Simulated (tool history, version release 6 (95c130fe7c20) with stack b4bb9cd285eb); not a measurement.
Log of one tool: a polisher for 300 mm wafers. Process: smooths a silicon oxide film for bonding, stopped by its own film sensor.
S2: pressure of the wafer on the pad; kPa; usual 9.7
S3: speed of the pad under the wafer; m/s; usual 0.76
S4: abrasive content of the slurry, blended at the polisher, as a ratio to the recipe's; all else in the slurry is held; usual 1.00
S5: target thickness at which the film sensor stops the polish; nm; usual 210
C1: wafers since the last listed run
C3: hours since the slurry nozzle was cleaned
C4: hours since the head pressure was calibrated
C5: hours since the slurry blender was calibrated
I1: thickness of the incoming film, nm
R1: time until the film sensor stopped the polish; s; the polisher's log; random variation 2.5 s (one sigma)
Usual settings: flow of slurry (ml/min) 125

run 1 day=0.000 | flow_of_slurry_(ml/min)=125 S2=9.7 S3=0.76 S4=1.00 S5=210 | C1=0 wafers_polished_on_this_pad=1629 C3=16.8 C4=362.7 C5=221.3 | I1=271.1 | R1=164.3
run 2 day=1.742 | flow_of_slurry_(ml/min)=125 S2=9.7 S3=0.76 S4=1.00 S5=210 | C1=299 wafers_polished_on_this_pad=1928 C3=58.6 C4=404.5 C5=263.1 | I1=267.1 | R1=150.8
run 3 day=3.129 | flow_of_slurry_(ml/min)=125 S2=9.7 S3=0.76 S4=1.00 S5=210 | C1=238 wafers_polished_on_this_pad=2167 C3=91.9 C4=437.8 C5=296.4 | I1=272.1 | R1=165.1
run 4 day=4.338 | flow_of_slurry_(ml/min)=125 S2=9.7 S3=0.76 S4=0.85 S5=210 | C1=207 wafers_polished_on_this_pad=2374 C3=120.9 C4=466.8 C5=325.4 | I1=269.2 | R1=168.1
run 5 day=5.567 | flow_of_slurry_(ml/min)=125 S2=9.7 S3=0.76 S4=0.85 S5=210 | C1=211 wafers_polished_on_this_pad=2586 C3=150.4 C4=496.3 C5=354.9 | I1=271.4 | R1=175.5
-- day=7.758 slurry blender recalibrated
run 6 day=7.958 | flow_of_slurry_(ml/min)=125 S2=9.7 S3=0.76 S4=1.00 S5=202 | C1=396 wafers_polished_on_this_pad=2982 C3=207.8 C4=553.7 C5=4.8 | I1=270.7 | R1=189.1
-- day=8.908 worn pad replaced by a new one
run 7 day=10.904 | flow_of_slurry_(ml/min)=125 S2=9.7 S3=0.76 S4=1.00 S5=210 | C1=477 wafers_polished_on_this_pad=343 C3=278.5 C4=624.4 C5=75.5 | I1=273.3 | R1=171.1
run 8 day=13.375 | flow_of_slurry_(ml/min)=125 S2=9.7 S3=0.76 S4=1.00 S5=210 | C1=424 wafers_polished_on_this_pad=768 C3=337.8 C4=683.7 C5=134.8 | I1=267.1 | R1=160.2
-- day=15.988 slurry nozzle cleaned
run 9 day=16.150 | flow_of_slurry_(ml/min)=125 S2=9.7 S3=0.76 S4=1.00 S5=210 | C1=469 wafers_polished_on_this_pad=1237 C3=3.9 C4=750.3 C5=201.4 | I1=270.8 | R1=163.7
-- day=17.312 head pressure recalibrated
run 10 day=18.325 | flow_of_slurry_(ml/min)=125 S2=9.7 S3=0.76 S4=1.00 S5=210 | C1=359 wafers_polished_on_this_pad=1597 C3=56.1 C4=24.3 C5=253.6 | I1=267.2 | R1=140.7
run 11 day=19.854 | flow_of_slurry_(ml/min)=125 S2=9.7 S3=0.68 S4=1.00 S5=210 | C1=262 wafers_polished_on_this_pad=1860 C3=92.8 C4=61.0 C5=290.3 | I1=269.5 | R1=157.8
run 12 day=21.000 | flow_of_slurry_(ml/min)=85 S2=6.9 S3=0.76 S4=1.30 S5=210 | C1=196 wafers_polished_on_this_pad=2057 C3=120.3 C4=88.5 C5=317.8 | I1=273.2 | R1=207.8
run 13 day=22.788 | flow_of_slurry_(ml/min)=80 S2=9.7 S3=0.76 S4=1.00 S5=210 | C1=307 wafers_polished_on_this_pad=2364 C3=163.2 C4=131.4 C5=360.7 | I1=271.7 | R1=176.1
run 14 day=24.654 | flow_of_slurry_(ml/min)=95 S2=9.7 S3=0.76 S4=1.00 S5=196 | C1=320 wafers_polished_on_this_pad=2685 C3=208.0 C4=176.2 C5=405.5 | I1=265.4 | R1=188.5
-- day=25.171 slurry blender recalibrated
run 15 day=26.904 | flow_of_slurry_(ml/min)=135 S2=13.1 S3=0.76 S4=1.00 S5=210 | C1=372 wafers_polished_on_this_pad=3058 C3=262.0 C4=230.2 C5=41.6 | I1=269.0 | R1=116.7
-- day=27.958 worn pad replaced by a new one
run 16 day=29.392 | flow_of_slurry_(ml/min)=125 S2=9.7 S3=0.76 S4=1.00 S5=210 | C1=398 wafers_polished_on_this_pad=246 C3=321.7 C4=289.9 C5=101.3 | I1=269.5 | R1=158.0
-- day=33.279 slurry nozzle cleaned
run 17 day=36.967 | flow_of_slurry_(ml/min)=95 S2=9.7 S3=1.02 S4=1.00 S5=193 | C1=1295 wafers_polished_on_this_pad=1541 C3=88.5 C4=471.7 C5=283.1 | I1=272.6 | R1=184.3
run 18 day=38.242 | flow_of_slurry_(ml/min)=125 S2=9.7 S3=0.52 S4=1.00 S5=195 | C1=219 wafers_polished_on_this_pad=1760 C3=119.1 C4=502.3 C5=313.7 | I1=268.8 | R1=266.9
-- day=42.325 slurry blender recalibrated
run 19 day=42.479 | flow_of_slurry_(ml/min)=125 S2=6.9 S3=0.86 S4=1.10 S5=220 | C1=714 wafers_polished_on_this_pad=2474 C3=220.8 C4=604.0 C5=3.7 | I1=266.8 | R1=152.0
run 20 day=45.112 | flow_of_slurry_(ml/min)=140 S2=9.7 S3=0.76 S4=1.00 S5=195 | C1=452 wafers_polished_on_this_pad=2927 C3=284.0 C4=667.2 C5=66.9 | I1=271.8 | R1=205.5
-- day=46.100 head pressure recalibrated
run 21 day=46.217 | flow_of_slurry_(ml/min)=125 S2=9.7 S3=0.84 S4=1.00 S5=228 | C1=175 wafers_polished_on_this_pad=3102 C3=310.5 C4=2.8 C5=93.4 | I1=266.8 | R1=87.2
-- day=47.675 worn pad replaced by a new one
run 22 day=47.696 | flow_of_slurry_(ml/min)=125 S2=9.7 S3=0.76 S4=1.00 S5=210 | C1=225 wafers_polished_on_this_pad=3 C3=346.0 C4=38.3 C5=128.9 | I1=274.8 | R1=161.9
run 23 day=49.867 | flow_of_slurry_(ml/min)=125 S2=7.6 S3=0.96 S4=1.00 S5=210 | C1=373 wafers_polished_on_this_pad=377 C3=398.1 C4=90.4 C5=181.0 | I1=273.2 | R1=167.1
-- day=50.338 slurry nozzle cleaned
run 24 day=51.771 | flow_of_slurry_(ml/min)=125 S2=9.7 S3=0.76 S4=1.25 S5=210 | C1=320 wafers_polished_on_this_pad=697 C3=34.4 C4=136.1 C5=226.7 | I1=270.2 | R1=148.3
run 25 day=53.225 | flow_of_slurry_(ml/min)=125 S2=9.7 S3=0.76 S4=1.00 S5=196 | C1=249 wafers_polished_on_this_pad=947 C3=69.3 C4=171.0 C5=261.6 | I1=268.8 | R1=196.1
run 26 day=55.296 | flow_of_slurry_(ml/min)=125 S2=9.7 S3=0.76 S4=1.00 S5=225 | C1=355 wafers_polished_on_this_pad=1303 C3=119.0 C4=220.7 C5=311.3 | I1=272.5 | R1=123.5
run 27 day=58.217 | flow_of_slurry_(ml/min)=125 S2=9.7 S3=0.76 S4=1.00 S5=210 | C1=502 wafers_polished_on_this_pad=1805 C3=189.1 C4=290.8 C5=381.4 | I1=269.7 | R1=161.8
-- day=58.592 slurry blender recalibrated
run 28 day=59.725 | flow_of_slurry_(ml/min)=125 S2=9.7 S3=0.76 S4=1.00 S5=210 | C1=244 wafers_polished_on_this_pad=2050 C3=225.3 C4=327.0 C5=27.2 | I1=272.2 | R1=170.4
run 29 day=62.367 | flow_of_slurry_(ml/min)=125 S2=13.1 S3=0.76 S4=0.80 S5=195 | C1=454 wafers_polished_on_this_pad=2504 C3=288.7 C4=390.4 C5=90.6 | I1=270.8 | R1=165.5
run 30 day=64.908 | flow_of_slurry_(ml/min)=155 S2=9.7 S3=0.84 S4=1.00 S5=226 | C1=436 wafers_polished_on_this_pad=2941 C3=349.7 C4=451.4 C5=151.6 | I1=265.9 | R1=99.0
-- day=65.758 slurry nozzle cleaned
-- day=66.404 worn pad replaced by a new one
run 31 day=67.304 | flow_of_slurry_(ml/min)=125 S2=9.7 S3=0.76 S4=0.80 S5=210 | C1=376 wafers_polished_on_this_pad=154 C3=37.1 C4=508.9 C5=209.1 | I1=273.1 | R1=183.2

3 ways to go on from here, each from the tool as it stands after run 31. What would each give?
run A day=67.325 | flow_of_slurry_(ml/min)=125 S2=9.7 S3=0.76 S4=1.00 S5=210 | C1=3 wafers_polished_on_this_pad=158 C3=37.6 C4=509.4 C5=209.6 | I1=270.0 | R1=?
run B day=67.325 | flow_of_slurry_(ml/min)=150 S2=6.9 S3=0.76 S4=1.00 S5=210 | C1=3 wafers_polished_on_this_pad=158 C3=37.6 C4=509.4 C5=209.6 | I1=270.0 | R1=?
run C day=67.325 | flow_of_slurry_(ml/min)=125 S2=9.7 S3=0.58 S4=1.00 S5=210 | C1=3 wafers_polished_on_this_pad=158 C3=37.6 C4=509.4 C5=209.6 | I1=270.0 | R1=?

run=A R1=163.0
run=B R1=213.4
run=C R1=201.6
Without the tool's hidden state the same runs would have given:
run=A R1=146.4
run=B R1=191.7
run=C R1=181.1
